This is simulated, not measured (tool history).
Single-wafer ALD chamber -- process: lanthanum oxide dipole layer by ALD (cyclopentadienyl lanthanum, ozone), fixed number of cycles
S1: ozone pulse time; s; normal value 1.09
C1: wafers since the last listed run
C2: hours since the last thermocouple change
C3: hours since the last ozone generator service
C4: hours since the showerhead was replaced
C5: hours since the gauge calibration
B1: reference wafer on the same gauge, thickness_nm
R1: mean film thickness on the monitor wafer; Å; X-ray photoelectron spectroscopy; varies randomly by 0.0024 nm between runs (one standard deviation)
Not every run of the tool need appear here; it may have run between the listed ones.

| run | hour | S1 | C1 | C2 | C3 | C4 | C5 | B1 | R1 |
|---|---|---|---|---|---|---|---|---|---|
| 1 | 0 | 0.9 | 0 | 2187.3 | 1801.5 | 4398.4 | 369.5 | 0.527 | 4.3 |
| 2 | 14.8 | 0.9 | 214 | 2202.1 | 1816.3 | 4413.2 | 384.3 | 0.527 | 4.28 |
| 3 | 47.3 | 0.9 | 472 | 2234.6 | 1848.8 | 4445.7 | 416.8 | 0.527 | 4.32 |
| 4 | 59.8 | 1.09 | 181 | 2247.1 | 1861.3 | 4458.2 | 429.3 | 0.527 | 4.57 |
| 5 | 81.8 | 1.09 | 319 | 2269.1 | 1883.3 | 4480.2 | 451.3 | 0.527 | 4.56 |
| 6 | 107.7 | 1.09 | 376 | 2295 | 1909.2 | 4506.1 | 477.2 | 0.527 | 4.59 |
| 7 | 120.2 | 1.09 | 181 | 2307.5 | 1921.7 | 4518.6 | 489.7 | 0.527 | 4.62 |
| 8 | 140.2 | 1.09 | 290 | 2327.5 | 1941.7 | 4538.6 | 509.7 | 0.527 | 4.58 |
| 9 | 156.1 | 1.09 | 230 | 2343.4 | 1957.6 | 4554.5 | 525.6 | 0.527 | 4.56 |
|  | 189.1 | showerhead replaced |
| 10 | 189.6 | 1.09 | 370 | 2376.9 | 1991.1 | 0.5 | 559.1 | 0.527 | 4.54 |
| 11 | 197.3 | 1.09 | 111 | 2384.6 | 1998.8 | 8.2 | 566.8 | 0.527 | 4.6 |
| 12 | 219.7 | 1.09 | 325 | 2407 | 2021.2 | 30.6 | 589.2 | 0.526 | 4.56 |
| 13 | 248.8 | 1.09 | 422 | 2436.1 | 2050.3 | 59.7 | 618.3 | 0.527 | 4.51 |
|  | 270 | gauge calibrated |
| 14 | 281.3 | 0.75 | 472 | 2468.6 | 2082.8 | 92.2 | 11.3 | 0.527 | 3.98 |
|  | 311.4 | ozone generator serviced |
| 15 | 311.9 | 0.84 | 328 | 2499.2 | 0.5 | 122.8 | 41.9 | 0.527 | 3.77 |
| 16 | 342.1 | 0.73 | 438 | 2529.4 | 30.7 | 153 | 72.1 | 0.527 | 3.53 |
| 17 | 361.6 | 1.09 | 283 | 2548.9 | 50.2 | 172.5 | 91.6 | 0.527 | 4.14 |

Run 18 has not been measured yet. What should we expect?
|  | 383.1 | ozone generator serviced, repeated, since the last time left the tool worse |
|  | 386.1 | thermocouple changed; heater temperature recalibrated |
| 18 | 396.4 | 0.87 | 345 | 10.3 | 13.3 | 207.3 | 126.4 | ? | ? |

{"run 18": {"B1": 0.527, "R1": 4.66}}
With no hidden state in the tool, this same run would have given R1 4.71 Å.

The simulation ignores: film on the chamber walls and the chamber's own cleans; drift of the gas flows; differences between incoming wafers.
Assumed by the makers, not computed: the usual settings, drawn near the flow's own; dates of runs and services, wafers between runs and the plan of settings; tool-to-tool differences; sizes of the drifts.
